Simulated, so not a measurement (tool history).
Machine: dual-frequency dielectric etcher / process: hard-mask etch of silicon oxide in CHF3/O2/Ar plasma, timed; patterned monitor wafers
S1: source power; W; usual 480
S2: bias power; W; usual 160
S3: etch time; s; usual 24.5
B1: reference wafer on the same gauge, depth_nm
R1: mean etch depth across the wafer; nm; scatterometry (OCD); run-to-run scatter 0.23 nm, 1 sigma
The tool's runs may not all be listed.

Run 1, hour 0: usual settings; B1 37.61. Result: R1 44.72 nm.
Run 2, hour 42.3: usual settings; B1 37.57. Result: R1 45.48 nm.
At hour 82.1: wet clean of the chamber.
Run 3, hour 93.5: usual settings; B1 37.61. Result: R1 42.76 nm.
Run 4, hour 202.9: usual settings but S3 21.5 s; B1 37.63. Result: R1 38.26 nm.
Run 5, hour 256: usual settings but S3 21.5 s; B1 37.6. Result: R1 38.6 nm.
Run 6, hour 306.9: usual settings but S3 21.5 s; B1 37.58. Result: R1 38.53 nm.
Run 7, hour 360.4: usual settings but S2 151 W, S3 28 s; B1 37.54. Result: R1 49.75 nm.
At hour 437.3: wet clean of the chamber.
Run 8, hour 542.5: usual settings but S2 151 W, S3 28 s; B1 37.64. Result: R1 48.26 nm.
Run 9, hour 572.1: usual settings but S1 540 W, S2 189 W; B1 37.68. Result: R1 47.65 nm.
At hour 606.4: source power generator calibrated.
At hour 631.4: upper electrode replaced.
Run 10, hour 631.9: usual settings but S1 540 W, S2 189 W; B1 37.61. Result: R1 48.68 nm.
Run 11, hour 669.6: usual settings but S1 540 W, S2 189 W; B1 37.6. Result: R1 48.71 nm.
Run 12, hour 731: usual settings; B1 37.59. Result: R1 44.81 nm.
Run 13, hour 761.3: usual settings; B1 37.52. Result: R1 44.58 nm.
At hour 818.9: wet clean of the chamber.
Run 14, hour 819.4: usual settings; B1 37.58. Result: R1 42.24 nm.
At hour 840.4: bias power generator calibrated.
Run 15, hour 848: usual settings but S2 124 W, S3 28 s; B1 37.64. Result: R1 43.65 nm.
Run 16, hour 898.5: usual settings but S3 21.5 s; B1 37.6. Result: R1 37.68 nm.
Run 17, hour 954.1: usual settings but S1 550 W, S2 135 W, S3 27 s; B1 37.6. Result: R1 46.48 nm.
Run 18, hour 998.6: usual settings; B1 37.64. Result: R1 43.92 nm.
Run 19, hour 1028.9: usual settings but S2 130 W, S3 18 s; B1 37.57. Result: R1 29.55 nm.
At hour 1029: gauge calibrated.
Run 20, hour 1089.3: usual settings but S2 143 W; B1 37.58. Result: R1 42.45 nm.
Run 21, hour 1120.9: usual settings but S1 410 W, S2 192 W, S3 17 s; B1 37.59. Result: R1 31.8 nm.
Run 22, hour 1157: usual settings but S1 410 W, S3 19.5 s; B1 37.62. Result: R1 33.78 nm.
At hour 1183.4: wet clean of the chamber.
Run 23, hour 1200.2: usual settings; B1 37.57. Result: R1 42.54 nm.
Run 24, hour 1236: usual settings but S1 530 W, S2 121 W, S3 27 s; B1 37.65. Result: R1 42.99 nm.
Run 25, hour 1287.2: usual settings but S1 530 W, S2 123 W; B1 37.61. Result: R1 39.62 nm.
Run 26, hour 1312.6: usual settings but S3 28 s; B1 37.63. Result: R1 49.43 nm.
Run 27, hour 1359.6: usual settings but S1 380 W, S2 130 W; B1 37.66. Result: R1 37.11 nm.
Run 28, hour 1424.4: usual settings; B1 37.6. Result: R1 44.04 nm.
Run 29, hour 1455.1: usual settings; B1 37.56. Result: R1 44.05 nm.

What if the next run were any one of these 5? Each begins from the tool's condition after run 29:
Run A, hour 1455.5: usual settings; B1 ?. Result: R1 ?.
Run B, hour 1455.5: usual settings but S1 550 W; B1 ?. Result: R1 ?.
Run C, hour 1455.5: usual settings but S1 420 W, S2 135 W, S3 30 s; B1 ?. Result: R1 ?.
Run D, hour 1455.5: usual settings but S1 550 W, S2 197 W, S3 20.5 s; B1 ?. Result: R1 ?.
Run E, hour 1455.5: usual settings but S1 400 W, S3 29.5 s; B1 ?. Result: R1 ?.

run     B1     R1
  A  37.61   44.1
  B  37.61  45.84
  C  37.61  48.51
  D  37.61  41.78
  E  37.61  50.53
Take away the tool's hidden state, keep each run's random variation, and the runs would have read:
run     R1
  A  42.66
  B  44.35
  C  46.93
  D  40.42
  E  48.88
